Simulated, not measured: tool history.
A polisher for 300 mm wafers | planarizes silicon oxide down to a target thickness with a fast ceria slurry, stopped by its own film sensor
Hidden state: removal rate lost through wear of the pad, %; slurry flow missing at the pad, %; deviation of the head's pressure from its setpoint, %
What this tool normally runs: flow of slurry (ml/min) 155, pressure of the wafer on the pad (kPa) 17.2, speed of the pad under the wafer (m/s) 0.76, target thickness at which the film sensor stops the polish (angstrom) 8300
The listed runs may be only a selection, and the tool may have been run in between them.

run	day	flow of slurry (ml/min)	pressure of the wafer on the pad (kPa)	speed of the pad under the wafer (m/s)	target thickness at which the film sensor stops the polish (angstrom)	wafers since the last listed run	wafers polished on this pad	hours since the slurry nozzle was cleaned	hours since the head pressure was calibrated	incoming thickness of the incoming film, nm	time until the film sensor stopped the polish (s)
1	0.000	155	17.2	0.76	8300	0	782	59.3	603.8	1612.6	78.4
2	0.579	155	17.2	0.76	8300	152	934	73.2	617.7	1583.3	73.8
# day 1.554: worn pad replaced by a new one
3	3.017	155	17.2	0.76	8300	597	384	131.7	676.2	1592.5	76.8
4	3.550	155	17.2	0.76	8300	140	525	144.5	689.0	1571.7	74.1
5	4.762	155	17.2	0.76	8300	318	843	173.6	718.1	1602.2	78.7
6	6.175	155	17.2	0.76	8300	371	1215	207.5	752.0	1579.1	76.3
# day 6.962: worn pad replaced by a new one
7	7.146	155	17.2	0.76	8300	211	47	230.8	775.3	1604.8	79.2
8	10.329	155	17.2	0.76	8300	836	884	307.2	851.7	1602.3	80.0
# day 10.429: head pressure recalibrated
9	11.050	155	17.2	0.76	8300	167	1052	324.5	14.9	1614.2	91.8
10	11.579	155	17.2	0.68	10320	139	1191	337.2	27.6	1626.2	73.9
# day 12.212: worn pad replaced by a new one
11	13.079	155	17.2	0.76	6840	350	227	373.2	63.6	1594.0	103.2
12	13.912	155	17.2	0.76	8300	219	446	393.2	83.6	1636.3	91.4
# day 14.483: head pressure recalibrated, repeated, since the last time left the tool worse
13	14.704	135	17.2	0.76	8300	186	632	412.2	5.3	1622.4	76.9
14	15.554	155	17.2	0.76	8300	223	856	432.6	25.7	1603.9	72.9
15	17.008	210	18.6	0.50	10600	382	1238	467.5	60.6	1608.0	68.1
# day 17.454: worn pad replaced by a new one
# day 17.558: slurry nozzle cleaned
16	18.346	155	17.2	0.76	6090	296	223	18.9	92.7	1618.1	97.5
17	19.792	205	20.7	0.76	10490	380	603	53.6	127.4	1588.2	41.1
18	21.017	190	15.2	0.76	8300	322	925	83.0	156.8	1595.7	78.3
# day 21.679: worn pad replaced by a new one
19	22.067	155	21.4	0.76	8300	232	102	108.2	182.0	1608.6	60.7

Each row is a separate what-if for the run after 19, all from the same tool condition, not one after another. Results?
A	22.083	155	17.2	0.90	8300	4	106	108.6	182.4	1579.6	?
B	22.083	130	13.1	0.76	6100	4	106	108.6	182.4	1579.6	?
C	22.083	155	13.8	0.92	8300	4	106	108.6	182.4	1579.6	?
D	22.083	155	13.8	0.76	8300	4	106	108.6	182.4	1579.6	?
E	22.083	170	15.2	0.76	7100	4	106	108.6	182.4	1579.6	?

run	time until the film sensor stopped the polish (s)
A	61.4
B	126.7
C	75.1
D	89.9
E	93.4
With no hidden state in the tool, these same runs would have given:
run	time until the film sensor stopped the polish (s)
A	61.8
B	127.6
C	75.7
D	90.6
E	94.1

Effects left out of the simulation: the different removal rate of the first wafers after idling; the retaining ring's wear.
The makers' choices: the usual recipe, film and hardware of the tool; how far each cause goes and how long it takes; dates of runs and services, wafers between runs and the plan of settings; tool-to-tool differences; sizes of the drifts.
